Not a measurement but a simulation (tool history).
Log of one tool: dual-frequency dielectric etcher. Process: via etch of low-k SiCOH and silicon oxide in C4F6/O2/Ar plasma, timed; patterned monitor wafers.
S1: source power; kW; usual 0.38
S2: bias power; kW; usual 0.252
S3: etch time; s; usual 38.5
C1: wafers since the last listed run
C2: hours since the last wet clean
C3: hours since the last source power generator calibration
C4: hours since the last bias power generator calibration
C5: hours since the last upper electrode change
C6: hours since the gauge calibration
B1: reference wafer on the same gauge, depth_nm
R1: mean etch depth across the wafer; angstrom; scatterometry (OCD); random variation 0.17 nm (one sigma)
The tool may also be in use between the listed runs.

run 1 hour=0 | S1=0.38 S2=0.252 S3=42.5 | C1=0 C2=431.4 C3=2960.2 C4=3558.7 C5=1964.6 C6=231.8 | B1=102 | R1=1241
-- hour=41.1 wet clean of the chamber
run 2 hour=75.7 | S1=0.32 S2=0.252 S3=38.5 | C1=838 C2=34.6 C3=3035.9 C4=3634.4 C5=2040.3 C6=307.5 | B1=102 | R1=1039
run 3 hour=141 | S1=0.32 S2=0.252 S3=38.5 | C1=1059 C2=99.9 C3=3101.2 C4=3699.7 C5=2105.6 C6=372.8 | B1=102 | R1=1039
run 4 hour=182.8 | S1=0.34 S2=0.252 S3=38.5 | C1=678 C2=141.7 C3=3143 C4=3741.5 C5=2147.4 C6=414.6 | B1=102 | R1=1067
run 5 hour=262 | S1=0.34 S2=0.252 S3=38.5 | C1=1285 C2=220.9 C3=3222.2 C4=3820.7 C5=2226.6 C6=493.8 | B1=102 | R1=1069
-- hour=324.5 bias power generator calibrated
run 6 hour=328.3 | S1=0.34 S2=0.252 S3=38.5 | C1=1010 C2=287.2 C3=3288.5 C4=3.8 C5=2292.9 C6=560.1 | B1=102 | R1=1070
run 7 hour=411.4 | S1=0.38 S2=0.252 S3=38.5 | C1=1348 C2=370.3 C3=3371.6 C4=86.9 C5=2376 C6=643.2 | B1=102 | R1=1126
run 8 hour=479.6 | S1=0.47 S2=0.276 S3=45 | C1=1106 C2=438.5 C3=3439.8 C4=155.1 C5=2444.2 C6=711.4 | B1=102 | R1=1500
-- hour=534.7 wet clean of the chamber
run 9 hour=535.2 | S1=0.38 S2=0.252 S3=42.5 | C1=512 C2=0.5 C3=3495.4 C4=210.7 C5=2499.8 C6=767 | B1=102 | R1=1249
-- hour=649.2 upper electrode replaced
run 10 hour=649.7 | S1=0.34 S2=0.19 S3=43.5 | C1=1468 C2=115 C3=3609.9 C4=325.2 C5=0.5 C6=881.5 | B1=102 | R1=1099
run 11 hour=689.7 | S1=0.44 S2=0.213 S3=38.5 | C1=648 C2=155 C3=3649.9 C4=365.2 C5=40.5 C6=921.5 | B1=102 | R1=1140
-- hour=690 gauge calibrated
-- hour=712 source power generator calibrated
run 12 hour=785.2 | S1=0.38 S2=0.285 S3=30 | C1=1484 C2=250.5 C3=73.2 C4=460.7 C5=136 C6=95.2 | B1=102 | R1=901

Run 13 comes next. What will it give?
run 13 hour=890.9 | S1=0.38 S2=0.252 S3=38.5 | C1=1714 C2=356.2 C3=178.9 C4=566.4 C5=241.7 C6=200.9 | B1=? | R1=?

B1: 102
R1: 1106 angstrom
Without the tool's hidden state the same run would have given R1 1108 angstrom.
